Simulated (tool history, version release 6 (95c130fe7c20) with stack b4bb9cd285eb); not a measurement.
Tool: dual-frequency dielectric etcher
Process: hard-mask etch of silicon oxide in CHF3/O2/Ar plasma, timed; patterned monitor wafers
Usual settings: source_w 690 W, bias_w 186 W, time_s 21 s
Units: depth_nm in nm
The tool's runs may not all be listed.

run	hour	source_w	bias_w	time_s	wafers since the last listed run	hours since the last wet clean	hours since the last source power generator calibration	hours since the last bias power generator calibration	hours since the last upper electrode change	hours since the gauge calibration	read-back reference wafer on the same gauge, depth_nm	depth_nm
1	0	690	197	17.5	0	303.3	3472.2	3298.5	4362.7	306.9	44.37	34.31
2	13.2	690	186	21	249	316.5	3485.4	3311.7	4375.9	320.1	44.38	40.37
# hour 19.7: gauge calibrated
3	19.7	690	186	21	122	323	3491.9	3318.2	4382.4	0	44.38	40.39
4	51.4	690	186	21	598	354.7	3523.6	3349.9	4414.1	31.7	44.4	40.46
5	60.7	690	186	21	175	364	3532.9	3359.2	4423.4	41	44.41	40.41
6	78.4	690	186	21	334	381.7	3550.6	3376.9	4441.1	58.7	44.39	40.52
7	85.8	690	186	21	139	389.1	3558	3384.3	4448.5	66.1	44.39	40.61
# hour 99.1: bias power generator calibrated
8	99.6	690	186	21	185	402.9	3571.8	0.5	4462.3	79.9	44.39	40.49
# hour 133.7: wet clean of the chamber
9	134.2	690	186	23	200	0.5	3606.4	35.1	4496.9	114.5	44.4	43.78
10	134.6	690	160	21	7	0.9	3606.8	35.5	4497.3	114.9	44.41	38.55
11	140.4	690	224	21	109	6.7	3612.6	41.3	4503.1	120.7	44.41	42.18
# hour 163.9: source power generator calibrated
# hour 164.8: upper electrode replaced
12	165.3	550	186	21	377	31.6	1.4	66.2	0.5	145.6	44.41	36.25
13	165.6	550	159	26.5	5	31.9	1.7	66.5	0.8	145.9	44.39	44.09
14	165.9	560	161	24.5	5	32.2	2	66.8	1.1	146.2	44.39	41.09
15	176.7	690	186	21	203	43	12.8	77.6	11.9	157	44.41	40.1
16	188.2	690	199	21	217	54.5	24.3	89.1	23.4	168.5	44.4	40.79
17	205.6	570	186	25.5	328	71.9	41.7	106.5	40.8	185.9	44.39	44.73
18	219.6	690	186	21	264	85.9	55.7	120.5	54.8	199.9	44.4	40.14
19	233.4	690	146	21	260	99.7	69.5	134.3	68.6	213.7	44.38	37.74
20	244.9	690	186	21	217	111.2	81	145.8	80.1	225.2	44.41	39.99
21	252.3	540	214	21	139	118.6	88.4	153.2	87.5	232.6	44.42	37.55
22	266.3	750	226	18.5	264	132.6	102.4	167.2	101.5	246.6	44.41	38.73
23	282.9	820	166	21	313	149.2	119	183.8	118.1	263.2	44.4	41.99
24	298.6	690	186	21	296	164.9	134.7	199.5	133.8	278.9	44.4	40.2
25	306.7	690	162	21	152	173	142.8	207.6	141.9	287	44.4	38.79
26	332.5	690	186	21	487	198.8	168.6	233.4	167.7	312.8	44.39	40.31
# hour 335.6: gauge calibrated
27	344.5	780	186	15.5	226	210.8	180.6	245.4	179.7	8.9	44.4	31.26
28	352.2	820	166	21	145	218.5	188.3	253.1	187.4	16.6	44.37	42.05
29	359.6	690	155	21	139	225.9	195.7	260.5	194.8	24	44.39	38.4
30	367.7	690	230	17	152	234	203.8	268.6	202.9	32.1	44.41	34.66
31	380.7	690	186	21	245	247	216.8	281.6	215.9	45.1	44.4	40.29

Forecast each of these 3 alternatives for the next run:
A	381.1	690	186	21	7	247.4	217.2	282	216.3	45.5	?	?
B	381.1	580	186	17.5	7	247.4	217.2	282	216.3	45.5	?	?
C	381.1	810	186	21	7	247.4	217.2	282	216.3	45.5	?	?

run	read-back reference wafer on the same gauge, depth_nm	depth_nm
A	44.4	40.27
B	44.4	31.15
C	44.4	43.1
Without the tool's hidden state the same runs would have given:
run	depth_nm
A	40.01
B	30.94
C	42.82
